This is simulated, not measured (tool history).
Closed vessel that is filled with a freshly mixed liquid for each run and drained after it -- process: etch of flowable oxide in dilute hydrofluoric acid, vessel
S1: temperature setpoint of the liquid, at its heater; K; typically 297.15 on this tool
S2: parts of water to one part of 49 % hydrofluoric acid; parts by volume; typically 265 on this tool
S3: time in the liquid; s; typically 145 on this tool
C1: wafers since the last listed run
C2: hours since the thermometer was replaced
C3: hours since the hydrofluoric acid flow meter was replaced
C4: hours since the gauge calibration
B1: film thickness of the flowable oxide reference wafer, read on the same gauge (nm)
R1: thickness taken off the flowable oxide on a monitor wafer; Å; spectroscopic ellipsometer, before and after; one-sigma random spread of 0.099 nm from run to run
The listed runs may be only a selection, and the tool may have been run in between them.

run,hour,S1,S2,S3,C1,C2,C3,C4,B1,R1
1,0.0,297.15,265,165,0,757.4,1734.5,83.2,119.97,301.0
2,10.4,297.15,265,165,1029,767.8,1744.9,93.6,119.98,302.5
3,22.4,297.15,265,165,1188,779.8,1756.9,105.6,120.00,302.6
4,32.4,297.15,265,145,990,789.8,1766.9,115.6,120.00,266.9
5,39.7,297.15,265,145,722,797.1,1774.2,122.9,120.01,268.1
6,48.5,297.15,265,145,871,805.9,1783.0,131.7,120.00,265.8
# hour 56.0: thermometer replaced
7,56.7,297.15,265,145,712,0.7,1791.2,139.9,120.01,277.8
# hour 64.3: gauge calibrated
8,71.3,295.15,265,145,1445,15.3,1805.8,7.0,120.00,259.5
9,82.7,295.15,265,145,1128,26.7,1817.2,18.4,119.98,257.9
10,90.3,292.15,215,145,752,34.3,1824.8,26.0,119.99,301.8
# hour 97.7: thermometer replaced, repeated, since the last time left the tool worse
11,98.2,292.65,220,145,683,0.5,1832.7,33.9,119.96,265.6
12,103.2,297.15,265,145,495,5.5,1837.7,38.9,119.98,247.0
13,114.7,297.15,265,145,1138,17.0,1849.2,50.4,120.02,247.6
14,129.6,297.15,165,210,1475,31.9,1864.1,65.3,119.98,643.1
# hour 134.6: hydrofluoric acid flow meter replaced
15,145.4,293.65,265,145,1465,47.7,10.8,81.1,120.01,218.8
16,160.3,297.15,340,75,1475,62.6,25.7,96.0,120.00,93.9
17,166.9,293.65,360,145,653,69.2,32.3,102.6,120.01,148.4

Forecast run 18:
18,178.5,297.15,265,145,1148,80.8,43.9,114.2,?,?

B1: 119.99
R1: 249.3 Å
Minus the tool's unlogged condition, the same run would have read R1 246.9 Å.

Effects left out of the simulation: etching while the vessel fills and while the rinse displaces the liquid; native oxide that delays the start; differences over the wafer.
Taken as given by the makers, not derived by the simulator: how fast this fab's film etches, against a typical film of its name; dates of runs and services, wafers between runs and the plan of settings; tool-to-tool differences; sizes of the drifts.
